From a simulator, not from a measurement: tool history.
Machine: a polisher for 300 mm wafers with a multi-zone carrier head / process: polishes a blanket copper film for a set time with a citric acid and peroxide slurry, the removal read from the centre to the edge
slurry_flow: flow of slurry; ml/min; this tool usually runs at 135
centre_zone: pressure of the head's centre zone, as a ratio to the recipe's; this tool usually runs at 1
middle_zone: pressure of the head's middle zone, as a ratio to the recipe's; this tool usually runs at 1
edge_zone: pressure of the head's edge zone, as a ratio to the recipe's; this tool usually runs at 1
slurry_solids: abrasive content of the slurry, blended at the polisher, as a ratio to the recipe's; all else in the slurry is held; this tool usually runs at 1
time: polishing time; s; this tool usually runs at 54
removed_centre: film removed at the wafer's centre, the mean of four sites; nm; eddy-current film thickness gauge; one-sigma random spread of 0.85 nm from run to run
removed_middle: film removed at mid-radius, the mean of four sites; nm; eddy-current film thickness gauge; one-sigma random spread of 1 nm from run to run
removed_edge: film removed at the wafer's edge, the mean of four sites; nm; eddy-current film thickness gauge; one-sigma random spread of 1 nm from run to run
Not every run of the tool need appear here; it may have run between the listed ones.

run    hour  slurry_flow  centre_zone  middle_zone  edge_zone  slurry_solids  time  wafers since the last listed run  wafers polished on this pad  hours since the slurry nozzle was cleaned  hours since the centre zone pressure was calibrated  hours since the edge zone pressure was calibrated  hours since the carrier head's membrane was replaced  incoming thickness of the incoming film, nm  removed_centre  removed_middle  removed_edge
  1       0          170            1         0.94          1           1.25    54                                 0                         5140                                      160.6                                                444.8                                              853.4                                                 710.4                                        778.7            93.9            90.1          94.8
  2   198.9           95            1            1          1            0.7    44                              1873                         7013                                      359.5                                                643.7                                             1052.3                                                 909.3                                        794.5              62            63.3          63.6
  3   249.3          135            1            1          1              1    54                               474                         7488                                      409.9                                                694.1                                             1102.7                                                 959.7                                        765.7            85.1            85.6          84.5
      283.5  -- worn pad replaced by a new one
  4   311.2          135         0.93            1       1.11           0.85    54                               545                          261                                      471.8                                                  756                                             1164.6                                                1021.6                                        783.1            78.8            86.6          90.7
      372.5  -- edge zone pressure recalibrated
  5     392          135            1         0.91       1.11              1    54                               742                         1003                                      552.6                                                836.8                                               19.5                                                1102.4                                        780.8            88.3            81.6          92.4
  6   451.8          135            1         0.91       1.06              1    59                               563                         1566                                      612.4                                                896.6                                               79.3                                                1162.2                                        785.5            94.2            87.9          99.3
      483.7  -- carrier head's membrane replaced by a new one
      499.7  -- slurry nozzle cleaned
  7   542.8          135            1            1          1              1    54                               800                         2366                                       43.1                                                987.6                                              170.3                                                  59.1                                        792.6            89.9            90.9          90.7
      662.7  -- centre zone pressure recalibrated
  8   716.2          135         1.06            1          1           1.25    54                              1614                         3981                                      216.5                                                 53.5                                              343.7                                                 232.5                                        773.8            99.1            93.3          92.5
  9   894.4          175            1         0.92       0.93              1    54                              1678                         5659                                      394.7                                                231.7                                              521.9                                                 410.7                                        783.9            90.9            84.6          86.6
 10   955.4          135            1            1          1              1    54                               574                         6233                                      455.7                                                292.7                                              582.9                                                 471.7                                        777.7            86.4            86.9          87.7
 11  1054.8          110            1            1       0.91              1    54                               936                         7170                                      555.1                                                392.1                                              682.3                                                 571.1                                        788.4            80.6            81.5          79.4
     1084.7  -- worn pad replaced by a new one
 12  1128.7          135            1            1        1.1              1    54                               658                          414                                        629                                                  466                                              756.2                                                   645                                        782.6            87.6            87.3            93
     1199.5  -- slurry nozzle cleaned
 13  1225.9          135         0.91            1          1            1.1    54                               905                         1320                                       26.4                                                563.2                                              853.4                                                 742.2                                        765.8            83.4            91.3          91.4
 14  1287.5          160            1            1          1            1.2    54                               580                         1900                                         88                                                624.8                                                915                                                 803.8                                        786.6            95.2            94.9          96.7
 15  1330.9          135            1         0.92          1              1    61                               408                         2309                                      131.4                                                668.2                                              958.4                                                 847.2                                        779.3            99.8              94           104

Predict the results of run 16:
 16  1384.7          135            1         0.93       1.09              1    54                               506                         2815                                      185.2                                                  722                                             1012.2                                                   901                                        773.1               ?               ?             ?

{"run 16": {"removed_centre": 89.1, "removed_middle": 83.4, "removed_edge": 91}}
Had the tool carried no hidden state, the very same run would have given removed_centre 90.6 nm, removed_middle 84.8 nm, removed_edge 92.2 nm.
